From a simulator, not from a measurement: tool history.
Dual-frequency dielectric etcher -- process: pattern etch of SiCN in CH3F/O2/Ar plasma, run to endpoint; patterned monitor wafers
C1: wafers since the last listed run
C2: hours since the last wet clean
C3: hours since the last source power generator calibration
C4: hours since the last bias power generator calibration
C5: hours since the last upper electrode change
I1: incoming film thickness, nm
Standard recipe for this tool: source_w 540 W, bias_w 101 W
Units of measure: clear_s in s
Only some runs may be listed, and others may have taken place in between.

{"run": 1, "hour": 0.0, "source_w": 620, "bias_w": 112, "C1": 0, "C2": 71.8, "C3": 3593.8, "C4": 2990.7, "C5": 1970.3, "I1": 12.57, "clear_s": 23.5}
{"run": 2, "hour": 68.5, "source_w": 540, "bias_w": 93, "C1": 1159, "C2": 140.3, "C3": 3662.3, "C4": 3059.2, "C5": 2038.8, "I1": 12.6, "clear_s": 26.4}
{"run": 3, "hour": 100.4, "source_w": 540, "bias_w": 101, "C1": 540, "C2": 172.2, "C3": 3694.2, "C4": 3091.1, "C5": 2070.7, "I1": 12.55, "clear_s": 25.9}
{"run": 4, "hour": 146.4, "source_w": 540, "bias_w": 101, "C1": 778, "C2": 218.2, "C3": 3740.2, "C4": 3137.1, "C5": 2116.7, "I1": 12.52, "clear_s": 25.5}
{"run": 5, "hour": 172.6, "source_w": 540, "bias_w": 101, "C1": 443, "C2": 244.4, "C3": 3766.4, "C4": 3163.3, "C5": 2142.9, "I1": 12.58, "clear_s": 25.9}
{"run": 6, "hour": 210.6, "source_w": 540, "bias_w": 101, "C1": 643, "C2": 282.4, "C3": 3804.4, "C4": 3201.3, "C5": 2180.9, "I1": 12.56, "clear_s": 25.7}
{"run": 7, "hour": 276.8, "source_w": 540, "bias_w": 101, "C1": 1121, "C2": 348.6, "C3": 3870.6, "C4": 3267.5, "C5": 2247.1, "I1": 12.51, "clear_s": 25.8}
{"run": 8, "hour": 310.0, "source_w": 540, "bias_w": 101, "C1": 562, "C2": 381.8, "C3": 3903.8, "C4": 3300.7, "C5": 2280.3, "I1": 12.52, "clear_s": 26.2}
{"run": 9, "hour": 355.8, "source_w": 540, "bias_w": 101, "C1": 775, "C2": 427.6, "C3": 3949.6, "C4": 3346.5, "C5": 2326.1, "I1": 12.52, "clear_s": 26.3}
{"run": 10, "hour": 412.4, "source_w": 540, "bias_w": 101, "C1": 958, "C2": 484.2, "C3": 4006.2, "C4": 3403.1, "C5": 2382.7, "I1": 12.73, "clear_s": 26.7}
{"run": 11, "hour": 462.5, "source_w": 540, "bias_w": 107, "C1": 848, "C2": 534.3, "C3": 4056.3, "C4": 3453.2, "C5": 2432.8, "I1": 12.68, "clear_s": 26.1}
{"hour": 539.1, "done": "wet clean of the chamber"}
{"hour": 551.2, "done": "source power generator calibrated"}
{"run": 12, "hour": 614.0, "source_w": 540, "bias_w": 107, "C1": 2091, "C2": 74.9, "C3": 62.8, "C4": 3604.7, "C5": 2584.3, "I1": 12.65, "clear_s": 25.3}
{"run": 13, "hour": 701.4, "source_w": 540, "bias_w": 107, "C1": 1479, "C2": 162.3, "C3": 150.2, "C4": 3692.1, "C5": 2671.7, "I1": 12.63, "clear_s": 25.3}
{"run": 14, "hour": 765.0, "source_w": 540, "bias_w": 101, "C1": 1076, "C2": 225.9, "C3": 213.8, "C4": 3755.7, "C5": 2735.3, "I1": 12.64, "clear_s": 25.9}
{"run": 15, "hour": 790.6, "source_w": 540, "bias_w": 94, "C1": 433, "C2": 251.5, "C3": 239.4, "C4": 3781.3, "C5": 2760.9, "I1": 12.58, "clear_s": 26.7}
{"run": 16, "hour": 855.8, "source_w": 620, "bias_w": 89, "C1": 1104, "C2": 316.7, "C3": 304.6, "C4": 3846.5, "C5": 2826.1, "I1": 12.59, "clear_s": 26.0}
{"run": 17, "hour": 884.0, "source_w": 450, "bias_w": 110, "C1": 477, "C2": 344.9, "C3": 332.8, "C4": 3874.7, "C5": 2854.3, "I1": 12.52, "clear_s": 27.0}
{"run": 18, "hour": 936.2, "source_w": 540, "bias_w": 81, "C1": 883, "C2": 397.1, "C3": 385.0, "C4": 3926.9, "C5": 2906.5, "I1": 12.6, "clear_s": 28.8}
{"run": 19, "hour": 988.9, "source_w": 540, "bias_w": 101, "C1": 892, "C2": 449.8, "C3": 437.7, "C4": 3979.6, "C5": 2959.2, "I1": 12.62, "clear_s": 26.5}
{"run": 20, "hour": 1089.7, "source_w": 420, "bias_w": 119, "C1": 1706, "C2": 550.6, "C3": 538.5, "C4": 4080.4, "C5": 3060.0, "I1": 12.52, "clear_s": 26.8}
{"hour": 1167.7, "done": "wet clean of the chamber"}
{"run": 21, "hour": 1186.1, "source_w": 460, "bias_w": 101, "C1": 1225, "C2": 18.4, "C3": 634.9, "C4": 4176.8, "C5": 3156.4, "I1": 12.47, "clear_s": 26.2}
{"run": 22, "hour": 1252.4, "source_w": 610, "bias_w": 82, "C1": 1122, "C2": 84.7, "C3": 701.2, "C4": 4243.1, "C5": 3222.7, "I1": 12.59, "clear_s": 26.5}
{"hour": 1284.9, "done": "upper electrode replaced, of another model than before"}
{"run": 23, "hour": 1297.9, "source_w": 540, "bias_w": 101, "C1": 364, "C2": 130.2, "C3": 746.7, "C4": 4288.6, "C5": 13.0, "I1": 12.57, "clear_s": 25.5}
{"hour": 1341.7, "done": "bias power generator calibrated"}
{"run": 24, "hour": 1370.1, "source_w": 600, "bias_w": 119, "C1": 1154, "C2": 202.4, "C3": 818.9, "C4": 28.4, "C5": 85.2, "I1": 12.74, "clear_s": 24.3}
{"run": 25, "hour": 1399.8, "source_w": 500, "bias_w": 113, "C1": 502, "C2": 232.1, "C3": 848.6, "C4": 58.1, "C5": 114.9, "I1": 12.63, "clear_s": 25.4}
{"run": 26, "hour": 1446.2, "source_w": 440, "bias_w": 101, "C1": 785, "C2": 278.5, "C3": 895.0, "C4": 104.5, "C5": 161.3, "I1": 12.55, "clear_s": 27.1}
{"run": 27, "hour": 1488.7, "source_w": 630, "bias_w": 90, "C1": 719, "C2": 321.0, "C3": 937.5, "C4": 147.0, "C5": 203.8, "I1": 12.54, "clear_s": 25.7}
{"run": 28, "hour": 1522.4, "source_w": 540, "bias_w": 117, "C1": 570, "C2": 354.7, "C3": 971.2, "C4": 180.7, "C5": 237.5, "I1": 12.57, "clear_s": 25.2}
{"run": 29, "hour": 1554.1, "source_w": 540, "bias_w": 107, "C1": 536, "C2": 386.4, "C3": 1002.9, "C4": 212.4, "C5": 269.2, "I1": 12.61, "clear_s": 25.9}
{"run": 30, "hour": 1619.5, "source_w": 540, "bias_w": 109, "C1": 1107, "C2": 451.8, "C3": 1068.3, "C4": 277.8, "C5": 334.6, "I1": 12.61, "clear_s": 25.9}
{"run": 31, "hour": 1666.9, "source_w": 540, "bias_w": 101, "C1": 802, "C2": 499.2, "C3": 1115.7, "C4": 325.2, "C5": 382.0, "I1": 12.7, "clear_s": 26.7}
{"hour": 1704.6, "done": "wet clean of the chamber"}
{"run": 32, "hour": 1705.1, "source_w": 540, "bias_w": 101, "C1": 240, "C2": 0.5, "C3": 1153.9, "C4": 363.4, "C5": 420.2, "I1": 12.75, "clear_s": 25.8}
{"run": 33, "hour": 1743.8, "source_w": 540, "bias_w": 101, "C1": 655, "C2": 39.2, "C3": 1192.6, "C4": 402.1, "C5": 458.9, "I1": 12.49, "clear_s": 25.3}

Take each entry between the runs: how does the hidden state at the last listed run before it differ from the hidden state at the first listed run after it?
Run 11 -> run 12: wet clean of the chamber (hour 539.1); source power generator calibrated (hour 551.2)
  etch rate over this chamber's usual, %: -4.24 -> -0.746
  measured minus no-state result, clear_s: +1.2 -> +0.2 s
Run 20 -> run 21: wet clean of the chamber (hour 1167.7)
  etch rate over this chamber's usual, %: -5.08 -> 0.256
  measured minus no-state result, clear_s: +1.4 -> +0.0 s
Run 22 -> run 23: upper electrode replaced, of another model than before (hour 1284.9)
  etch rate over this chamber's usual, %: -0.348 -> -0.762
  measured minus no-state result, clear_s: +0.1 -> +0.2 s
Run 23 -> run 24: bias power generator calibrated (hour 1341.7)
  etch rate over this chamber's usual, %: -0.762 -> -1.42
  measured minus no-state result, clear_s: +0.2 -> +0.4 s
Run 31 -> run 32: wet clean of the chamber (hour 1704.6)
  etch rate over this chamber's usual, %: -4.12 -> 0.0324
  measured minus no-state result, clear_s: +1.1 -> +0.0 s

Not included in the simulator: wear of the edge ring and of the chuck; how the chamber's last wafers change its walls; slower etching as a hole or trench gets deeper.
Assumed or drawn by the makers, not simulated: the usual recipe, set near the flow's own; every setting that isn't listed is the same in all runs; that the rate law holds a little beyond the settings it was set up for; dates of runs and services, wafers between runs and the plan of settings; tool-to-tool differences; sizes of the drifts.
